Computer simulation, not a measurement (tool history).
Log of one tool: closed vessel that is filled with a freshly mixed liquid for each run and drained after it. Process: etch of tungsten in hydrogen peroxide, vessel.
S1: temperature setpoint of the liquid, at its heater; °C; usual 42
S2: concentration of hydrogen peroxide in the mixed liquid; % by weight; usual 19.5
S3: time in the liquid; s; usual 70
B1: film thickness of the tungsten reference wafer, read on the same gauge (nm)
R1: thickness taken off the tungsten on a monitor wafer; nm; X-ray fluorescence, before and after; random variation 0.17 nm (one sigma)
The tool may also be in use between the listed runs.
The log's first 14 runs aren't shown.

At hour 992.4: gauge calibrated.
Run 15, hour 1053.3: usual settings; B1 40.02. Result: R1 50.89 nm.
Run 16, hour 1148.9: usual settings but S1 35.5 °C, S2 25.5 % by weight, S3 30 s; B1 40. Result: R1 16.17 nm.
Run 17, hour 1251.7: usual settings but S3 85 s; B1 40. Result: R1 61.82 nm.
At hour 1287.2: new drum of peroxide connected.
Run 18, hour 1329.5: usual settings but S1 37 °C, S2 24 % by weight, S3 40 s; B1 40.04. Result: R1 23.03 nm.
At hour 1450.8: peroxide flow meter replaced.
Run 19, hour 1480.4: usual settings; B1 39.98. Result: R1 50.56 nm.
Run 20, hour 1525.6: usual settings but S1 52 °C, S2 25 % by weight; B1 39.99. Result: R1 106.13 nm.
Run 21, hour 1561.8: usual settings but S2 17.5 % by weight, S3 50 s; B1 40.01. Result: R1 34.04 nm.
Run 22, hour 1625.3: usual settings but S1 51 °C, S2 23.5 % by weight, S3 85 s; B1 39.99. Result: R1 118.22 nm.
Run 23, hour 1717.2: usual settings; B1 39.99. Result: R1 50.06 nm.
Run 24, hour 1785.8: usual settings but S2 18 % by weight, S3 100 s; B1 40.01. Result: R1 69.14 nm.
Run 25, hour 1868.6: usual settings but S1 35 °C, S2 14 % by weight, S3 95 s; B1 40.01. Result: R1 36.3 nm.
Run 26, hour 1954.2: usual settings but S1 50 °C, S2 24.5 % by weight, S3 60 s; B1 39.98. Result: R1 79.72 nm.
Run 27, hour 2027.5: usual settings but S1 51 °C, S3 40 s; B1 40. Result: R1 50.4 nm.
At hour 2124.7: new drum of peroxide connected.
At hour 2142.5: peroxide flow meter replaced.
Run 28, hour 2195.4: usual settings but S1 39.5 °C; B1 40.01. Result: R1 42.51 nm.
Run 29, hour 2252.9: usual settings but S1 36.5 °C, S2 25 % by weight, S3 95 s; B1 39.97. Result: R1 53.51 nm.
Run 30, hour 2340.4: usual settings; B1 40.01. Result: R1 49.98 nm.

Forecast each of these 4 alternatives for the next run:
Run A, hour 2341.1: usual settings; B1 ?. Result: R1 ?.
Run B, hour 2341.1: usual settings but S1 49.5 °C; B1 ?. Result: R1 ?.
Run C, hour 2341.1: usual settings but S1 35.5 °C, S2 21 % by weight, S3 55 s; B1 ?. Result: R1 ?.
Run D, hour 2341.1: usual settings but S1 33 °C, S3 50 s; B1 ?. Result: R1 ?.

run     B1     R1
  A  40.01   49.8
  B  40.01  79.86
  C  40.01  26.47
  D  40.01  19.58
Without the tool's hidden state the same runs would have given:
run     R1
  A  51.37
  B  82.25
  C  27.34
  D  20.23

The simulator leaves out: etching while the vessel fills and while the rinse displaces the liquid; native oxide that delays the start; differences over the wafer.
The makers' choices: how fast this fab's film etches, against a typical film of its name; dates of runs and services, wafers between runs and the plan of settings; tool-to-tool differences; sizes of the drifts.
